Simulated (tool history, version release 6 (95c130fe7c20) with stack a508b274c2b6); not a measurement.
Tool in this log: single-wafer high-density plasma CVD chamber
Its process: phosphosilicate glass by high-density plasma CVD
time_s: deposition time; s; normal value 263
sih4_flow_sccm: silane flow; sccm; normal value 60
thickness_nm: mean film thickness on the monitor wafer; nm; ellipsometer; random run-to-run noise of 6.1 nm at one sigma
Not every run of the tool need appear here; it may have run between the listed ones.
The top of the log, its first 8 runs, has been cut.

run	day	time_s	sih4_flow_sccm	read-back reference wafer on the same gauge, thickness_nm	thickness_nm
9	20.742	263	60	1419.965	1522.537
10	24.333	263	60	1420.514	1529.123
11	27.762	263	60	1420.128	1509.846
12	30.071	263	53	1420.582	1347.724
13	39.392	263	53	1419.821	1356.598
# day 39.867: silane flow controller replaced
14	42.892	263	53	1420.591	1431.545
15	44.988	263	60	1420.193	1592.328
16	48.146	263	60	1418.82	1601.346
17	51.212	263	60	1419.314	1593.881
18	55.088	242	64	1421.269	1566.915
19	56.754	314	60	1419.931	1911.703
# day 57.829: gauge calibrated
20	61.042	306	69	1420.479	2102.739
21	64.338	280	60	1420.636	1696.001
22	67.125	244	51	1418.258	1259.29
23	71.542	243	48	1418.756	1187.623
24	75.171	263	60	1420.73	1579.534
25	77.354	225	67	1419.261	1495.299

Run 26 comes next. What will it give?
26	80.117	299	48	?	?

{"run 26": {"read-back reference wafer on the same gauge, thickness_nm": 1420.075, "thickness_nm": 1456.701}}
Had the tool carried no hidden state, the very same run would have given thickness_nm 1481.781 nm.
